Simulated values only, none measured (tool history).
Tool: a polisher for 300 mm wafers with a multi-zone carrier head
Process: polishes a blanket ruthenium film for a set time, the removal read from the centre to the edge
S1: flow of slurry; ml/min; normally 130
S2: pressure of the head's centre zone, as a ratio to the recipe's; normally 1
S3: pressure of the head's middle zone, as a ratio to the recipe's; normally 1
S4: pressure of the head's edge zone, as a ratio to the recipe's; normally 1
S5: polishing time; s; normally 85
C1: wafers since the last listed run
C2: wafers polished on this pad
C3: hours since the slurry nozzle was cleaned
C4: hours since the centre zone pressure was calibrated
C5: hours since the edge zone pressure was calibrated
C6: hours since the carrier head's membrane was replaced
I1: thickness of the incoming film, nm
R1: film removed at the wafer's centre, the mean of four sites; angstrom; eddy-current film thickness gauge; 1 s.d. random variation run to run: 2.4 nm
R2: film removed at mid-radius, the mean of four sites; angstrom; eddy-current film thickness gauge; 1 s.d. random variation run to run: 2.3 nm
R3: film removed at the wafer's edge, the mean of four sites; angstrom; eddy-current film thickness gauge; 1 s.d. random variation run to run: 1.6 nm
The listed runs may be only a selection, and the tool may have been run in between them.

run	hour	S1	S2	S3	S4	S5	C1	C2	C3	C4	C5	C6	I1	R1	R2	R3
1	0	130	1	1	1	85	0	65	256.9	352.4	995.3	287.4	434.6	1770	1735	1753
# hour 62.1: slurry nozzle cleaned
2	65.5	150	1	1	1	85	428	493	3.4	417.9	1060.8	352.9	448.1	1798	1684	1721
3	123	150	1	1	1	85	382	876	60.9	475.4	1118.3	410.4	437	1773	1705	1705
4	149.2	110	1	1	1	85	174	1050	87.1	501.6	1144.5	436.6	437	1662	1593	1609
# hour 161.6: worn pad replaced by a new one
5	182.6	110	1	1	1	85	195	139	120.5	535	1177.9	470	448.5	1726	1656	1704
# hour 210.3: centre zone pressure recalibrated
6	220.8	130	1	1	1	85	240	379	158.7	10.5	1216.1	508.2	433.6	1762	1635	1699
# hour 246.9: edge zone pressure recalibrated
7	274	130	1	1	1	85	340	720	211.9	63.7	27.1	561.4	437.4	1684	1684	1666
# hour 321.9: worn pad replaced by a new one
8	323	130	1.05	1.1	1	85	299	7	260.9	112.7	76.1	610.4	443	1874	1860	1731
# hour 337.1: slurry nozzle cleaned
9	357.4	130	1	1	1	85	221	229	20.3	147.1	110.5	644.8	437.8	1752	1656	1701
# hour 369.5: carrier head's membrane replaced by a new one
10	392.6	175	0.91	1	0.93	99	200	429	55.5	182.3	145.7	23.1	440	1985	2052	1937
11	416.6	85	1	0.93	0.95	108	159	589	79.5	206.3	169.7	47.1	440.1	1936	1788	1944
# hour 465.6: worn pad replaced by a new one
12	482.8	145	1.07	1	1	85	413	114	145.7	272.5	235.9	113.3	436.9	1936	1693	1751
13	531.4	145	1.07	1.11	1.11	85	322	437	194.3	321.1	284.5	161.9	431.9	1873	1924	1817
14	581.5	130	1	1	1	56	332	770	244.4	371.2	334.6	212	441.8	1144	1108	1100

5 ways to go on from here, each from the tool as it stands after run 14. What would each give?
A	581.9	130	1	1	1	85	2	773	244.8	371.6	335	212.4	431.3	?	?	?
B	581.9	130	1	0.9	1	69	2	773	244.8	371.6	335	212.4	431.3	?	?	?
C	581.9	85	0.91	1	1	66	2	773	244.8	371.6	335	212.4	431.3	?	?	?
D	581.9	130	1	1.12	1	85	2	773	244.8	371.6	335	212.4	431.3	?	?	?
E	581.9	170	1	1.06	1	85	2	773	244.8	371.6	335	212.4	431.3	?	?	?

run	R1	R2	R3
A	1730	1659	1665
B	1403	1233	1353
C	1107	1183	1219
D	1731	1827	1662
E	1819	1822	1718
Take away the tool's hidden state, keep each run's random variation, and the runs would have read:
run	R1	R2	R3
A	1829	1754	1761
B	1484	1304	1431
C	1170	1251	1289
D	1831	1932	1758
E	1924	1927	1816
